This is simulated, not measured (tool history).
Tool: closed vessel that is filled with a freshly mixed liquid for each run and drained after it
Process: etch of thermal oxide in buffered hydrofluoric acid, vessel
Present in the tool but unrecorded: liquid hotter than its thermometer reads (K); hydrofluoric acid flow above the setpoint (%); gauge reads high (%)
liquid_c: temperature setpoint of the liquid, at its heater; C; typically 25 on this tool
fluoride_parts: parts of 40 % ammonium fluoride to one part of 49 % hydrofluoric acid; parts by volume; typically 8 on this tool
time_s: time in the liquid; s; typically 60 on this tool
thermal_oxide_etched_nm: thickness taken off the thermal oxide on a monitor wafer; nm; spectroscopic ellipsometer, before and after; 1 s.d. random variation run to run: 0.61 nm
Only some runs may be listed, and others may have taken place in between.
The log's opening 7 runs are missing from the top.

| run | hour | liquid_c | fluoride_parts | time_s | wafers since the last listed run | hours since the thermometer was replaced | hours since the hydrofluoric acid flow meter was replaced | hours since the gauge calibration | read-back film thickness of the thermal oxide reference wafer, read on the same gauge (nm) | thermal_oxide_etched_nm |
|---|---|---|---|---|---|---|---|---|---|---|
| 8 | 583 | 25 | 8 | 60 | 7035 | 1338.3 | 1527.1 | 2044.9 | 49.99 | 100.86 |
| 9 | 688.2 | 25 | 8 | 60 | 15847 | 1443.5 | 1632.3 | 2150.1 | 49.98 | 100.01 |
| 10 | 781.4 | 25 | 8 | 60 | 14039 | 1536.7 | 1725.5 | 2243.3 | 50.02 | 101.44 |
| 11 | 868.9 | 25 | 8 | 60 | 13181 | 1624.2 | 1813 | 2330.8 | 49.99 | 100.22 |
| 12 | 935.7 | 25 | 8 | 60 | 10062 | 1691 | 1879.8 | 2397.6 | 50 | 102.29 |
|  | 963.3 | gauge calibrated |
| 13 | 986.5 | 29 | 7 | 60 | 7652 | 1741.8 | 1930.6 | 23.2 | 50 | 143 |
| 14 | 1087.6 | 29.5 | 8 | 35 | 15229 | 1842.9 | 2031.7 | 124.3 | 50 | 75.3 |
| 15 | 1131.9 | 28 | 9 | 35 | 6673 | 1887.2 | 2076 | 168.6 | 50 | 60.78 |
| 16 | 1187.7 | 27.5 | 10 | 40 | 8405 | 1943 | 2131.8 | 224.4 | 49.99 | 63.61 |
|  | 1400 | hydrofluoric acid flow meter replaced |
| 17 | 1480.5 | 22 | 8 | 60 | 43957 | 2235.8 | 80.5 | 517.2 | 50.02 | 87.28 |
| 18 | 1574.5 | 23 | 9.5 | 95 | 14160 | 2329.8 | 174.5 | 611.2 | 50.01 | 123.46 |
| 19 | 1619.6 | 25 | 8 | 60 | 6793 | 2374.9 | 219.6 | 656.3 | 49.99 | 101.91 |
|  | 1642.7 | thermometer replaced |
| 20 | 1712.7 | 25 | 10 | 75 | 13874 | 70 | 312.7 | 749.4 | 50.02 | 101.05 |
| 21 | 1752.1 | 20.5 | 8 | 35 | 5935 | 109.4 | 352.1 | 788.8 | 49.98 | 44.73 |
| 22 | 1811.5 | 25 | 8 | 60 | 8948 | 168.8 | 411.5 | 848.2 | 50 | 98.26 |
| 23 | 1905.5 | 21.5 | 8 | 60 | 14160 | 262.8 | 505.5 | 942.2 | 50 | 80.41 |
| 24 | 1979.4 | 25 | 7 | 60 | 11132 | 336.7 | 579.4 | 1016.1 | 50.01 | 114.05 |
| 25 | 2039.1 | 25 | 8 | 60 | 8993 | 396.4 | 639.1 | 1075.8 | 50 | 97.9 |
| 26 | 2131.7 | 25 | 8 | 40 | 13949 | 489 | 731.7 | 1168.4 | 50 | 65.69 |
| 27 | 2182.1 | 25 | 6.5 | 60 | 7592 | 539.4 | 782.1 | 1218.8 | 49.98 | 122.03 |
| 28 | 2265.6 | 25 | 9.5 | 60 | 12578 | 622.9 | 865.6 | 1302.3 | 50.03 | 83.96 |
| 29 | 2559.4 | 25 | 8 | 60 | 44258 | 916.7 | 1159.4 | 1596.1 | 50 | 97.66 |
| 30 | 2825.1 | 26.5 | 9 | 35 | 40025 | 1182.4 | 1425.1 | 1861.8 | 50.01 | 55.07 |
| 31 | 2962.5 | 23.5 | 7 | 75 | 20698 | 1319.8 | 1562.5 | 1999.2 | 50 | 133.7 |
|  | 3027.7 | gauge calibrated |
| 32 | 3031.7 | 25 | 10 | 75 | 10424 | 1389 | 1631.7 | 4 | 50.01 | 103.19 |

Forecast each of these 5 alternatives for the next run:
| A | 3032.4 | 25 | 8 | 95 | 105 | 1389.7 | 1632.4 | 4.7 | ? | ? |
| B | 3032.4 | 23 | 8 | 60 | 105 | 1389.7 | 1632.4 | 4.7 | ? | ? |
| C | 3032.4 | 21.5 | 6 | 60 | 105 | 1389.7 | 1632.4 | 4.7 | ? | ? |
| D | 3032.4 | 29.5 | 7 | 30 | 105 | 1389.7 | 1632.4 | 4.7 | ? | ? |
| E | 3032.4 | 28.5 | 7 | 80 | 105 | 1389.7 | 1632.4 | 4.7 | ? | ? |

| run | read-back film thickness of the thermal oxide reference wafer, read on the same gauge (nm) | thermal_oxide_etched_nm |
|---|---|---|
| A | 49.99 | 157.57 |
| B | 49.99 | 89.28 |
| C | 49.99 | 108.56 |
| D | 49.99 | 73 |
| E | 49.99 | 184.7 |
Stripped of hidden state, with their random variation kept, the same runs would have yielded:
| run | thermal_oxide_etched_nm |
|---|---|
| A | 153.21 |
| B | 86.77 |
| C | 105.49 |
| D | 71.03 |
| E | 179.7 |

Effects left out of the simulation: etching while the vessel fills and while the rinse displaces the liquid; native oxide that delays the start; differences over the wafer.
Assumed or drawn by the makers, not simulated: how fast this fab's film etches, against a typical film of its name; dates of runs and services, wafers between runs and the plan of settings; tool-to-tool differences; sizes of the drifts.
